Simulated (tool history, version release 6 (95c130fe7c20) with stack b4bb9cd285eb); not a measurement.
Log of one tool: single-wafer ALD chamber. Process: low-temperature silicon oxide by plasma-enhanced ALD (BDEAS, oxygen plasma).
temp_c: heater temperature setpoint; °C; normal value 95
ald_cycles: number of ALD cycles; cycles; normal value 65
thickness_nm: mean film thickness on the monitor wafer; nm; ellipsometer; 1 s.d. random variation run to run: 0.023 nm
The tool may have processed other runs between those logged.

run	hour	temp_c	ald_cycles	wafers since the last listed run	hours since the last thermocouple change	hours since the gauge calibration	read-back reference wafer on the same gauge, thickness_nm	thickness_nm
1	0	95	65	0	2254.8	488.7	9.573	8.871
2	26.1	95	65	126	2280.9	514.8	9.574	8.857
3	67.1	95	65	199	2321.9	555.8	9.56	8.874
4	139	106	65	349	2393.8	627.7	9.557	8.616
5	176.3	106	65	181	2431.1	665	9.552	8.584
6	211.6	106	65	171	2466.4	700.3	9.553	8.551
7	272.2	95	65	294	2527	760.9	9.554	8.856
# hour 299.2: thermocouple changed; heater temperature recalibrated
8	340	95	65	290	40.8	828.7	9.55	8.841
9	374.2	84	65	166	75	862.9	9.546	9.205
10	404.9	85	65	149	105.7	893.6	9.549	9.2
# hour 408.1: gauge calibrated
11	472.2	110	60	327	173	64.1	9.689	8.013
12	512.6	95	65	196	213.4	104.5	9.671	8.986
13	567.8	104	77	268	268.6	159.7	9.642	10.297
14	616	89	60	234	316.8	207.9	9.633	8.453
15	664.9	95	65	237	365.7	256.8	9.618	8.91
16	690.1	95	74	122	390.9	282	9.611	10.136
17	718.4	95	65	137	419.2	310.3	9.605	8.919
18	786.4	100	72	330	487.2	378.3	9.595	9.668

What the log doesn't show, run by run:
wafer temperature above the value expected at the setpoint (K): 0 in every run
H1: gauge reads high (%)
run	H1
1	-1.53
2	-1.56
3	-1.6
4	-1.66
5	-1.68
6	-1.7
7	-1.73
8	-1.76
9	-1.77
10	-1.78
11	-0.332
12	-0.521
13	-0.741
14	-0.902
15	-1.04
16	-1.1
17	-1.17
18	-1.3

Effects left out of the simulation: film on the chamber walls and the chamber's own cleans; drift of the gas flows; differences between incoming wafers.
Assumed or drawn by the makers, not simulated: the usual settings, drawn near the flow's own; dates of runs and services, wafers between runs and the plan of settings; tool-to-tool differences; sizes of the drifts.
